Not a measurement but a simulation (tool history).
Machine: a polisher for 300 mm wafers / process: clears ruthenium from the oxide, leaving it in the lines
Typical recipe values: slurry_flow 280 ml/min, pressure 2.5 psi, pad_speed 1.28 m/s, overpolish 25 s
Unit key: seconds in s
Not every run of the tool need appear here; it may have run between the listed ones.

run   hour  slurry_flow  pressure  pad_speed  overpolish  incoming thickness of the incoming film, nm  seconds
  1      0          280       3.2       1.28          25                                        120.6     47.8
  2   14.4          330       2.5       1.48          25                                        119.8     52.2
      24.4  -- slurry nozzle cleaned
  3     49          330       2.5       1.48          25                                        118.3     52.8
  4     56          330       2.5       1.48          25                                        121.4     51.3
  5   67.1          310       2.5       1.28          25                                        120.4     59.7
  6     85          310       2.5       1.28          25                                        120.2     59.8
  7   92.8          345       2.5       1.28          25                                        118.3     58.1
  8  101.7          345       2.5       1.28          25                                        119.2     59.2
     105.8  -- worn pad replaced by a new one
  9  115.7          345       2.5       1.28          25                                        122.2     59.2
 10  125.3          335       2.5       1.28          25                                        120.5     59.9
 11  131.5          280       2.5       1.28          25                                          120     60.9
 12  145.6          280       2.5       1.28          25                                        120.4     60.8
 13  153.8          280       2.5       1.28          25                                        121.2     61.5
 14  166.9          280       2.7       1.28          36                                          120     56.4
 15  191.9          280       2.7       1.28          36                                        118.6     55.2
     211.1  -- worn pad replaced by a new one
 16  211.6          280       2.5       1.28          25                                        121.4     61.4
 17  215.6          280       2.5       1.28          25                                          122     61.3
     222.7  -- head pressure recalibrated
 18  229.3          255       2.5       1.28          25                                        119.9     64.5
 19  238.3          280       2.5       0.84          25                                        121.5    100.1
 20  254.4          280       2.5       1.28          25                                        119.6     63.8
 21  266.8          280       2.5       0.88          20                                        118.1     93.1
 22  281.7          365       2.5       1.28          29                                        121.3     65.6
 23  296.5          205       2.5       1.28          25                                        119.2     66.8
 24  303.7          280       2.2       1.28          25                                        121.9     74.7
     308.7  -- slurry nozzle cleaned
 25  312.6          340       2.5       0.98          18                                        120.1     84.7
     331.3  -- worn pad replaced by a new one
 26  331.8          280       2.5       1.28          30                                        119.4     63.2
 27  338.2          370       2.2       0.88          32                                        121.3    106.6
 28  354.5          340       3.2       1.08          16                                        118.4     56.8
 29  367.5          280       1.9       1.44          25                                        118.6     74.6
 30  374.2          280         2       1.28          25                                          119     77.9
 31  381.2          280         2       1.28          11                                        120.7     81.8
 32  397.3          205       2.5       1.66          12                                        121.1     51.9
     434.8  -- worn pad replaced by a new one
 33  444.9          280         2       1.28          11                                        119.8     79.4
 34  461.8          380       1.9       1.52          11                                        119.6     68.3
 35  472.6          280       2.5       1.28          25                                        119.9     62.4
 36  478.8          310       3.2       1.28          25                                        120.3     49.3
 37  489.6          280       1.9       1.48          25                                        118.5     71.7

Predict each of these 4 candidate next runs independently; none follows another, all start after run 37:
  A  490.1          280       3.3       1.28          25                                        119.9        ?
  B  490.1          345       2.5       1.06          33                                        119.9        ?
  C  490.1          280       2.5       1.28          18                                        119.9        ?
  D  490.1          280       2.5       1.52          13                                        119.9        ?

run  seconds
  A     48.2
  B     75.4
  C     63.6
  D     53.6
Had the tool no hidden state, the same runs would have come out as:
run  seconds
  A     49.4
  B     77.3
  C     65.2
  D     54.9
